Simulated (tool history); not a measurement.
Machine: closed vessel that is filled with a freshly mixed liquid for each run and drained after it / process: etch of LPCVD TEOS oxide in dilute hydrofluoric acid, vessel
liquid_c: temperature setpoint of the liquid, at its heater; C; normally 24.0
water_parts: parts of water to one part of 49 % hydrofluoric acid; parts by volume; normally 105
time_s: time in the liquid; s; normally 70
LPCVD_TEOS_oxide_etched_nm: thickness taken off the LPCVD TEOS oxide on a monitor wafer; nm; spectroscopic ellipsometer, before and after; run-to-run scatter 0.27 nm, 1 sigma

run	hour	liquid_c	water_parts	time_s	wafers since the last listed run	hours since the thermometer was replaced	hours since the hydrofluoric acid flow meter was replaced	hours since the gauge calibration	read-back film thickness of the LPCVD TEOS oxide reference wafer, read on the same gauge (nm)	LPCVD_TEOS_oxide_etched_nm
1	0.0	24.0	105	70	0	2673.7	568.5	274.2	130.01	35.47
2	14.7	24.0	105	70	1666	2688.4	583.2	288.9	129.99	35.89
3	99.8	24.0	125	70	9647	2773.5	668.3	374.0	130.02	29.33
4	115.8	24.0	125	70	1813	2789.5	684.3	390.0	129.98	29.23
5	137.4	24.0	125	70	2448	2811.1	705.9	411.6	130.02	29.84
6	154.9	24.0	105	70	1983	2828.6	723.4	429.1	130.02	35.78
7	177.8	24.0	105	100	2596	2851.5	746.3	452.0	130.03	52.10
8	207.2	24.0	105	100	3332	2880.9	775.7	481.4	130.03	52.15
9	221.8	24.0	85	90	1655	2895.5	790.3	496.0	129.95	58.76
# hour 237.8: thermometer replaced
10	255.9	24.0	105	70	3752	18.1	824.4	530.1	129.95	37.00
11	288.3	24.0	105	70	3672	50.5	856.8	562.5	130.00	36.23
12	321.5	25.5	105	70	3763	83.7	890.0	595.7	130.03	39.30
13	357.3	26.5	145	70	4058	119.5	925.8	631.5	129.98	28.13
14	384.9	24.0	105	70	3128	147.1	953.4	659.1	130.01	37.32
15	407.2	24.0	105	70	2528	169.4	975.7	681.4	130.00	37.14
16	430.0	24.0	105	70	2584	192.2	998.5	704.2	130.01	37.67
# hour 437.7: hydrofluoric acid flow meter replaced
17	450.4	24.0	105	70	2199	212.6	12.7	724.6	130.00	33.11
18	478.3	28.5	125	85	3162	240.5	40.6	752.5	130.03	39.62
19	495.3	24.0	85	90	1927	257.5	57.6	769.5	129.97	53.63
# hour 498.0: gauge calibrated
20	526.4	24.0	60	70	3525	288.6	88.7	28.4	129.98	62.09
21	553.1	28.0	150	70	3026	315.3	115.4	55.1	129.98	25.60
22	574.4	27.0	145	70	2414	336.6	136.7	76.4	129.99	25.91
23	604.3	27.5	60	95	3389	366.5	166.6	106.3	129.99	97.78
24	625.2	24.0	135	45	2369	387.4	187.5	127.2	130.02	16.40
25	644.0	24.0	60	70	2131	406.2	206.3	146.0	130.03	62.65
26	657.1	24.0	105	110	1485	419.3	219.4	159.1	129.99	52.97
27	682.7	26.0	80	35	2902	444.9	245.0	184.7	130.01	25.10
28	716.4	28.5	90	85	3820	478.6	278.7	218.4	130.02	58.82

Run-by-run hidden state of the tool:
liquid hotter than its thermometer reads (K): 0 at every run
gauge reads high (%): 0 at every run
H1: hydrofluoric acid flow above the setpoint (%)
run	H1
1	6.3
2	6.44
3	7.26
4	7.42
5	7.63
6	7.79
7	8.01
8	8.3
9	8.44
10	8.77
11	9.08
12	9.4
13	9.74
14	10
15	10.2
16	10.4
17	0.158
18	0.427
19	0.591
20	0.89
21	1.15
22	1.35
23	1.64
24	1.84
25	2.02
26	2.15
27	2.39
28	2.72
